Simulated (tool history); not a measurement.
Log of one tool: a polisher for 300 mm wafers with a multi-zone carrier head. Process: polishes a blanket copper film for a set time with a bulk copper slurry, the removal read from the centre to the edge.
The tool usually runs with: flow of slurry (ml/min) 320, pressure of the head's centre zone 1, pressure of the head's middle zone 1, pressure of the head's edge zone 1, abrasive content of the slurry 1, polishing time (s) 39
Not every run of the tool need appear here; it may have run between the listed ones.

run,hour,flow of slurry (ml/min),pressure of the head's centre zone,pressure of the head's middle zone,pressure of the head's edge zone,abrasive content of the slurry,polishing time (s),"incoming thickness of the incoming film, nm",film removed at the wafer's centre (nm),film removed at mid-radius (nm),film removed at the wafer's edge (nm)
1,0,320,1,1,0.96,1,39,3669.5,296.5,318.9,306.2
2,15.3,320,1,0.94,1,1,39,3742.9,293.8,301.5,312.5
3,41.8,320,1,1,1,1,39,3752,298.7,313.5,311.7
4,56,320,1,1,1,1,39,3700.4,289.1,322.9,318
5,79.5,320,1,1,1,1,39,3714.5,292,319.3,314.9
6,93.5,320,1,1,1,1,39,3739.4,290.8,314.8,312.3
7,112.6,320,1,1,1,1,39,3725.6,292.5,321,319.5
8,144.7,415,0.89,1,1,1,35,3679.5,241,291.7,287.6
9,179,320,1,0.94,1,1,39,3721.5,299.5,300.4,316.8
10,196.5,355,0.91,0.94,1,1.25,39,3699.8,288.3,331.3,341.2
11,215.1,320,1,1.08,1.05,1.2,39,3776.3,310.2,361.9,338.7
12,241.7,320,1,1,1,0.85,51,3662.2,394.2,386.8,388.3
13,275.4,320,1,0.92,1,1,39,3723.6,310.4,294.8,311.2
14,306.1,320,0.89,1,1,1,39,3690,272.6,314.6,316.3
15,335.9,320,1,0.93,1,1,39,3680.3,306.4,294.1,311.4
16,357.9,320,1,1,1,1,39,3719.6,303.6,315.4,317
17,374.8,320,1,0.91,1,1,39,3669.9,300.5,292.7,317.5
18,396.2,390,0.93,1,1,1,39,3701.9,289,325.2,320.8
19,423.6,365,1.07,1.09,0.96,1,39,3721.6,329.9,350,316.4
20,457.9,320,0.96,1,1,1,39,3718.8,293.5,319.4,319.8

Put back what was entered between runs (8 entries, withheld): which listed runs does each sit between, and how does the hidden state differ from the listed run before to the listed run after?
From run 2 to run 3: worn pad replaced by a new one (hour 34.4)
  deviation of the centre zone's pressure from its setpoint, %: -6.43 -> -6.52
  difference, measured minus the result without the unlogged condition, film removed at the wafer's centre (nm): -20.3 -> -21
From run 6 to run 7: slurry nozzle cleaned (hour 98.9)
  deviation of the centre zone's pressure from its setpoint, %: -6.67 -> -6.72
  difference, measured minus the result without the unlogged condition, film removed at the wafer's centre (nm): -21 -> -21.2
From run 8 to run 9: carrier head's membrane replaced by a new one (hour 161.8); worn pad replaced by a new one (hour 171)
  deviation of the centre zone's pressure from its setpoint, %: -6.79 -> -6.85
  difference, measured minus the result without the unlogged condition, film removed at the wafer's centre (nm): -17.9 -> -22.2
From run 9 to run 10: edge zone pressure recalibrated (hour 183.6)
  deviation of the centre zone's pressure from its setpoint, %: -6.85 -> -6.88
  difference, measured minus the result without the unlogged condition, film removed at the wafer's centre (nm): -22.2 -> -21.6
From run 11 to run 12: centre zone pressure recalibrated (hour 237.4)
  deviation of the centre zone's pressure from its setpoint, %: -6.91 -> 0.105
  difference, measured minus the result without the unlogged condition, film removed at the wafer's centre (nm): -23.3 -> +0.4
From run 13 to run 14: worn pad replaced by a new one (hour 301.9)
  deviation of the centre zone's pressure from its setpoint, %: -0.79 -> -1.5
  difference, measured minus the result without the unlogged condition, film removed at the wafer's centre (nm): -2.5 -> -4.2
From run 19 to run 20: worn pad replaced by a new one (hour 429.7)
  deviation of the centre zone's pressure from its setpoint, %: -3.45 -> -3.86
  difference, measured minus the result without the unlogged condition, film removed at the wafer's centre (nm): -11.8 -> -11.9
